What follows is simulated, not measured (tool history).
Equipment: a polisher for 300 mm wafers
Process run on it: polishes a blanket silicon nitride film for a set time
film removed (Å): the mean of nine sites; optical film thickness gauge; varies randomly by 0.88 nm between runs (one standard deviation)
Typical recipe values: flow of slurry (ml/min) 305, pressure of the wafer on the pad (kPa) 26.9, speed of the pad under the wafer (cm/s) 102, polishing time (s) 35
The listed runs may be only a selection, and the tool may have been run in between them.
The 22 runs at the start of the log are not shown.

run    hour  flow of slurry (ml/min)  pressure of the wafer on the pad (kPa)  speed of the pad under the wafer (cm/s)  polishing time (s)  wafers since the last listed run  wafers polished on this pad  hours since the slurry nozzle was cleaned  hours since the head pressure was calibrated  incoming thickness of the incoming film, nm  film removed (Å)
 23   792.1                      375                                    22.1                                       70                  40                               464                          559                                      400.4                                         378.0                                        626.3               605
 24   814.3                      305                                    26.9                                      102                  35                               318                          878                                      422.6                                         400.2                                        621.2               734
 25   834.2                      305                                    32.4                                      122                  43                               285                         1163                                      442.5                                         420.1                                        620.5              1137
 26   850.4                      305                                    26.9                                      102                  44                               232                         1396                                      458.7                                         436.3                                        614.7               912
 27   885.3                      305                                    30.3                                      102                  44                               501                         1898                                      493.6                                         471.2                                        612.0              1050
      906.9  -- head pressure recalibrated
 28   909.1                      305                                    26.9                                      102                  35                               313                         2211                                      517.4                                           2.2                                        618.2               618
      937.3  -- worn pad replaced by a new one
 29   940.2                      220                                    26.9                                      118                  35                               389                           41                                      548.5                                          33.3                                        624.8               651
 30   969.6                      225                                    26.9                                      102                  35                               422                          464                                      577.9                                          62.7                                        620.0               625
 31  1004.4                      265                                    26.9                                      102                  35                               499                          964                                      612.7                                          97.5                                        629.7               658

5 ways to go on from here, each from the tool as it stands after run 31. What would each give?
  A  1004.8                      305                                    26.9                                      102                  46                                 5                          970                                      613.1                                          97.9                                        612.0                 ?
  B  1004.8                      365                                    21.4                                      102                  35                                 5                          970                                      613.1                                          97.9                                        612.0                 ?
  C  1004.8                      400                                    24.1                                      102                  28                                 5                          970                                      613.1                                          97.9                                        612.0                 ?
  D  1004.8                      240                                    26.9                                       92                  35                                 5                          970                                      613.1                                          97.9                                        612.0                 ?
  E  1004.8                      305                                    23.4                                      128                  35                                 5                          970                                      613.1                                          97.9                                        612.0                 ?

run  film removed (Å)
  A               870
  B               530
  C               480
  D               635
  E               623
Take away the tool's hidden state, keep each run's random variation, and the runs would have read:
run  film removed (Å)
  A               838
  B               510
  C               463
  D               612
  E               600
